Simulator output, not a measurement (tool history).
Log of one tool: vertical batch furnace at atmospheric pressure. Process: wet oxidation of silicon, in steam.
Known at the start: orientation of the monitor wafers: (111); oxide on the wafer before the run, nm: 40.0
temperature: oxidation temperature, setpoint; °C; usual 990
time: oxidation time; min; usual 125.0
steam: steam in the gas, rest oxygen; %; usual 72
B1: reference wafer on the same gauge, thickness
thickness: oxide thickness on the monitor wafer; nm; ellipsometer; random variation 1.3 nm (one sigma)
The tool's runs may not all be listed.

Run 1, hour 0.0: usual settings; B1 711.03. Result: thickness 632.88 nm.
Run 2, hour 29.4: usual settings; B1 710.86. Result: thickness 635.84 nm.
Run 3, hour 59.9: usual settings; B1 710.66. Result: thickness 634.83 nm.
Run 4, hour 82.5: usual settings; B1 711.21. Result: thickness 631.29 nm.
Run 5, hour 111.8: usual settings; B1 711.29. Result: thickness 632.00 nm.
Run 6, hour 138.0: usual settings but temperature 998 °C; B1 711.13. Result: thickness 657.35 nm.
Run 7, hour 165.8: usual settings but temperature 996 °C; B1 711.18. Result: thickness 654.09 nm.
Run 8, hour 180.7: usual settings but temperature 1008 °C; B1 710.91. Result: thickness 689.98 nm.
Run 9, hour 205.5: usual settings but temperature 1008 °C; B1 711.22. Result: thickness 689.80 nm.
Run 10, hour 229.8: usual settings but temperature 1008 °C; B1 710.83. Result: thickness 690.05 nm.
Run 11, hour 245.5: usual settings; B1 711.14. Result: thickness 630.01 nm.
At hour 281.4: steam generator serviced.
Run 12, hour 281.9: usual settings; B1 710.96. Result: thickness 673.18 nm.
Run 13, hour 299.0: usual settings; B1 711.04. Result: thickness 669.86 nm.
Run 14, hour 329.0: usual settings; B1 711.19. Result: thickness 672.24 nm.
Run 15, hour 362.1: usual settings; B1 710.79. Result: thickness 671.06 nm.
At hour 404.4: gauge calibrated.
At hour 406.9: thermocouples replaced and temperature profile calibrated.
Run 16, hour 407.4: usual settings; B1 710.91. Result: thickness 672.46 nm.
Run 17, hour 412.7: usual settings but temperature 1008 °C, time 175.0 min, steam 82 %; B1 710.70. Result: thickness 952.27 nm.
Run 18, hour 423.3: usual settings; B1 710.72. Result: thickness 671.02 nm.
Run 19, hour 449.4: usual settings; B1 711.02. Result: thickness 668.60 nm.
Run 20, hour 467.6: usual settings; B1 711.05. Result: thickness 672.28 nm.
Run 21, hour 491.9: usual settings but temperature 980 °C, time 184.0 min, steam 69 %; B1 711.02. Result: thickness 777.93 nm.
Run 22, hour 509.8: usual settings; B1 710.44. Result: thickness 671.20 nm.
Run 23, hour 523.4: usual settings but temperature 981 °C, time 92.0 min, steam 78 %; B1 711.16. Result: thickness 559.17 nm.
Run 24, hour 553.3: usual settings but temperature 1004 °C, time 79.0 min, steam 82 %; B1 711.05. Result: thickness 593.04 nm.
Run 25, hour 578.8: usual settings but time 108.5 min, steam 84 %; B1 711.12. Result: thickness 675.21 nm.
Run 26, hour 612.8: usual settings but temperature 1006 °C; B1 711.23. Result: thickness 722.95 nm.
Run 27, hour 641.5: usual settings but temperature 997 °C, time 163.5 min, steam 80 %; B1 710.42. Result: thickness 861.68 nm.
Run 28, hour 656.4: usual settings but temperature 981 °C, time 82.0 min, steam 62 %; B1 710.94. Result: thickness 451.14 nm.
Run 29, hour 688.1: usual settings but temperature 1007 °C, time 179.5 min, steam 78 %; B1 711.06. Result: thickness 931.52 nm.
Run 30, hour 714.9: usual settings but steam 61 %; B1 711.09. Result: thickness 606.15 nm.
Run 31, hour 736.6: usual settings but temperature 969 °C; B1 710.76. Result: thickness 600.50 nm.
Run 32, hour 771.7: usual settings but temperature 965 °C, time 80.5 min, steam 77 %; B1 711.15. Result: thickness 462.98 nm.

Forecast each of these 4 alternatives for the next run:
Run A, hour 777.2: usual settings; B1 ?. Result: thickness ?.
Run B, hour 777.2: usual settings but steam 80 %; B1 ?. Result: thickness ?.
Run C, hour 777.2: usual settings but time 185.5 min; B1 ?. Result: thickness ?.
Run D, hour 777.2: usual settings but temperature 1001 °C, time 164.5 min, steam 62 %; B1 ?. Result: thickness ?.

run      B1  thickness
  A  710.88     670.16
  B  710.88     712.83
  C  710.88     843.03
  D  710.88     760.52
Without the tool's hidden state the same runs would have given:
run  thickness
  A     675.72
  B     718.71
  C     849.88
  D     766.68
